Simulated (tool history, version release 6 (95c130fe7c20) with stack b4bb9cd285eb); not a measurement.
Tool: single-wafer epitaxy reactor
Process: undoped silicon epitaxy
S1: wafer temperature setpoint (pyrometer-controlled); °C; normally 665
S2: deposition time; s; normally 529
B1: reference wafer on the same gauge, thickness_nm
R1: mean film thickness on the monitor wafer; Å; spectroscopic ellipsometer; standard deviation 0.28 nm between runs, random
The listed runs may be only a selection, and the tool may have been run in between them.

run   hour   S1   S2       B1       R1
  1      0  665  529  108.117  1272.21
  2   95.1  665  529  108.014  1276.96
  3  171.6  665  529   108.09  1275.74
  4  257.2  665  529  107.895  1270.73
  5  333.1  665  529  108.023  1265.33
  6  373.7  665  561  107.968  1344.95
  7  420.6  665  561  108.008  1349.35
  8    474  665  529  107.969  1265.68
       522  -- gauge calibrated
  9  529.1  665  529  108.069  1270.73
 10  602.7  669  529  107.994   1366.4
     622.1  -- pyrometer calibrated
 11  641.4  669  529  108.084  1385.81
 12  705.1  665  529  108.004  1291.56
 13    759  653  435  107.996   839.19
 14  816.8  665  529  107.993  1281.87
 15  870.3  665  615  108.032     1486
 16  956.6  657  564  107.945  1167.31

Forecast run 17:
 17  997.7  665  529   ?   ?

B1: 108.064
R1: 1275.71 Å
With no hidden state in the tool, this same run would have given R1 1296.36 Å.
